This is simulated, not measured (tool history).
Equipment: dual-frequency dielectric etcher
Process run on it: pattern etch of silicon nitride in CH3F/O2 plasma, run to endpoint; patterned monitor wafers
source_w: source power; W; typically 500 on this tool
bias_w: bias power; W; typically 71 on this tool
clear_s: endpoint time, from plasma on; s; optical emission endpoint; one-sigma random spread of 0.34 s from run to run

| run | hour | source_w | bias_w | incoming incoming film thickness, nm | clear_s |
|---|---|---|---|---|---|
| 1 | 0 | 530 | 71 | 68.4 | 62.1 |
|  | 46.7 | wet clean of the chamber |
| 2 | 49.2 | 540 | 71 | 68.7 | 61.8 |
| 3 | 103.4 | 500 | 71 | 68.5 | 63.2 |
| 4 | 143.6 | 500 | 71 | 68.1 | 63 |
| 5 | 185 | 500 | 71 | 68.4 | 63.1 |
| 6 | 226.1 | 500 | 71 | 68.6 | 63.7 |
| 7 | 273.5 | 590 | 57 | 68.5 | 62.2 |
| 8 | 300.8 | 590 | 57 | 68.3 | 61.5 |
| 9 | 343.9 | 500 | 71 | 68.6 | 63.5 |
| 10 | 383 | 500 | 71 | 68.9 | 63.7 |
| 11 | 449.2 | 560 | 71 | 67.5 | 60.1 |
| 12 | 496.4 | 560 | 71 | 68.3 | 61.4 |
|  | 585 | wet clean of the chamber |
|  | 630.8 | upper electrode replaced |
| 13 | 631.3 | 500 | 71 | 68.9 | 63.1 |
| 14 | 683.9 | 500 | 71 | 68.9 | 64.5 |
| 15 | 735.9 | 500 | 71 | 67.8 | 62.4 |
| 16 | 768.9 | 500 | 71 | 67.9 | 62.4 |
| 17 | 803.5 | 500 | 71 | 68.8 | 64.1 |
| 18 | 988.5 | 540 | 55 | 68.6 | 64.9 |
| 19 | 1053 | 440 | 88 | 68.3 | 64.3 |
|  | 1088.9 | wet clean of the chamber |
| 20 | 1105.9 | 500 | 71 | 68.3 | 64 |
| 21 | 1147.6 | 550 | 71 | 68 | 60.9 |
| 22 | 1223 | 500 | 87 | 68.1 | 60.3 |
|  | 1257.1 | bias power generator calibrated |
| 23 | 1356.1 | 500 | 71 | 67.4 | 63.3 |
| 24 | 1392.2 | 500 | 71 | 68.1 | 63.2 |
|  | 1434.2 | source power generator calibrated |
| 25 | 1436 | 580 | 60 | 67.8 | 61.6 |
| 26 | 1462.7 | 500 | 71 | 68.4 | 64.1 |
| 27 | 1516.1 | 420 | 57 | 68.6 | 70.2 |
|  | 1595.6 | wet clean of the chamber |
| 28 | 1675.6 | 500 | 71 | 68.9 | 64.2 |
| 29 | 1730.8 | 500 | 71 | 68.6 | 63.1 |
| 30 | 1777.9 | 410 | 71 | 68.1 | 68 |
| 31 | 1831 | 460 | 71 | 68.1 | 65 |
| 32 | 1988.5 | 620 | 65 | 67.9 | 58.9 |
| 33 | 2018 | 590 | 61 | 67.9 | 61.2 |
| 34 | 2055.2 | 570 | 60 | 69.3 | 62.9 |

Exercise: give the hidden state of the tool at every run:
etch rate over this chamber's usual, %: 0 on each run
source power that arrives over what is set, %: 0 on each run
bias power that arrives over what is set, %: 0 on each run
